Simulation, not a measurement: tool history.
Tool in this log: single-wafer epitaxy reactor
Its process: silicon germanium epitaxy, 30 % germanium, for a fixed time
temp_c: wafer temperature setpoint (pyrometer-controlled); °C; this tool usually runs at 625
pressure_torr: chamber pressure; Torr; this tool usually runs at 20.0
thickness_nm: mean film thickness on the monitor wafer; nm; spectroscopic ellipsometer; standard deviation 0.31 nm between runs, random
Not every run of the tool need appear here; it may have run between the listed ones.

run,day,temp_c,pressure_torr,wafers since the last listed run,hours since the last pyrometer calibration,hours since the last manometer calibration,hours since the showerhead was replaced,hours since the gauge calibration,"read-back reference wafer on the same gauge, thickness_nm",thickness_nm
1,0.000,618,20.0,0,1990.7,2322.2,3181.3,504.5,90.018,82.529
2,1.375,618,20.0,598,2023.7,2355.2,3214.3,537.5,90.228,81.945
3,2.217,625,22.7,366,2043.9,2375.4,3234.5,557.7,90.266,98.441
4,2.829,625,22.7,266,2058.6,2390.1,3249.2,572.4,90.248,97.835
5,4.925,625,20.0,911,2108.9,2440.4,3299.5,622.7,90.299,94.966
6,6.117,625,20.0,518,2137.5,2469.0,3328.1,651.3,90.177,94.862
7,7.042,625,20.0,402,2159.7,2491.2,3350.3,673.5,90.159,94.621
# day 8.983: pyrometer calibrated
8,10.654,619,20.0,1426,40.1,2577.9,3437.0,760.2,90.328,83.051
# day 11.317: capacitance manometer re-zeroed and calibrated
9,11.467,619,20.0,208,59.6,3.6,3456.5,779.7,90.233,82.288
10,11.975,619,20.0,221,71.8,15.8,3468.7,791.9,90.215,82.541
# day 15.050: showerhead replaced
11,16.338,625,20.0,1753,176.5,120.5,30.9,896.6,90.160,91.789
12,17.683,625,20.0,585,208.8,152.8,63.2,928.9,90.065,92.259
13,18.808,625,20.0,489,235.8,179.8,90.2,955.9,90.084,92.044
# day 19.217: pyrometer calibrated, repeated, since the last time left the tool worse
14,20.125,639,20.0,427,21.8,211.4,121.8,987.5,90.235,126.395
15,20.738,616,21.8,266,36.5,226.1,136.5,1002.2,90.205,82.737
16,22.033,625,16.1,563,67.6,257.2,167.6,1033.3,90.244,90.296
17,23.117,625,16.6,471,93.6,283.2,193.6,1059.3,90.285,91.222
18,24.371,612,24.5,545,123.7,313.3,223.7,1089.4,90.068,79.292
19,25.000,631,17.1,273,138.8,328.4,238.8,1104.5,90.279,103.602
20,26.088,629,21.4,473,164.9,354.5,264.9,1130.6,90.271,106.174
21,27.450,631,21.9,592,197.6,387.2,297.6,1163.3,90.055,110.921
22,28.829,613,24.7,600,230.7,420.3,330.7,1196.4,90.031,81.037
# day 30.046: gauge calibrated
23,30.150,620,20.0,574,262.4,452.0,362.4,2.5,90.057,87.055
24,30.688,611,24.0,233,275.3,464.9,375.3,15.4,90.105,76.919
25,32.054,625,20.0,594,308.1,497.7,408.1,48.2,90.320,96.184
26,32.962,625,23.9,395,329.9,519.5,429.9,70.0,90.234,101.977
27,34.342,625,22.5,600,363.0,552.6,463.0,103.1,90.308,99.551
28,35.050,630,20.0,308,380.0,569.6,480.0,120.1,90.130,104.849
29,35.583,633,20.0,232,392.8,582.4,492.8,132.9,90.140,112.531
30,36.458,625,20.0,380,413.8,603.4,513.8,153.9,90.040,95.991
31,37.004,613,22.9,237,426.9,616.5,526.9,167.0,90.288,78.759
32,38.488,635,15.5,645,462.5,652.1,562.5,202.6,90.197,107.183
33,39.908,634,20.0,618,496.6,686.2,596.6,236.7,90.153,113.803
34,41.242,625,23.9,580,528.6,718.2,628.6,268.7,90.251,100.824

Alternative continuations, all from the tool just after run 34; predict every row:
A,41.258,625,20.0,7,529.0,718.6,629.0,269.1,?,?
B,41.258,638,23.9,7,529.0,718.6,629.0,269.1,?,?
C,41.258,631,20.0,7,529.0,718.6,629.0,269.1,?,?
D,41.258,633,16.4,7,529.0,718.6,629.0,269.1,?,?
E,41.258,612,20.0,7,529.0,718.6,629.0,269.1,?,?

run,"read-back reference wafer on the same gauge, thickness_nm",thickness_nm
A,90.284,95.724
B,90.284,130.573
C,90.284,107.644
D,90.284,105.094
E,90.284,73.768
What these runs would have given with no unlogged condition in the tool:
run,thickness_nm
A,96.862
B,132.076
C,108.905
D,106.319
E,74.675
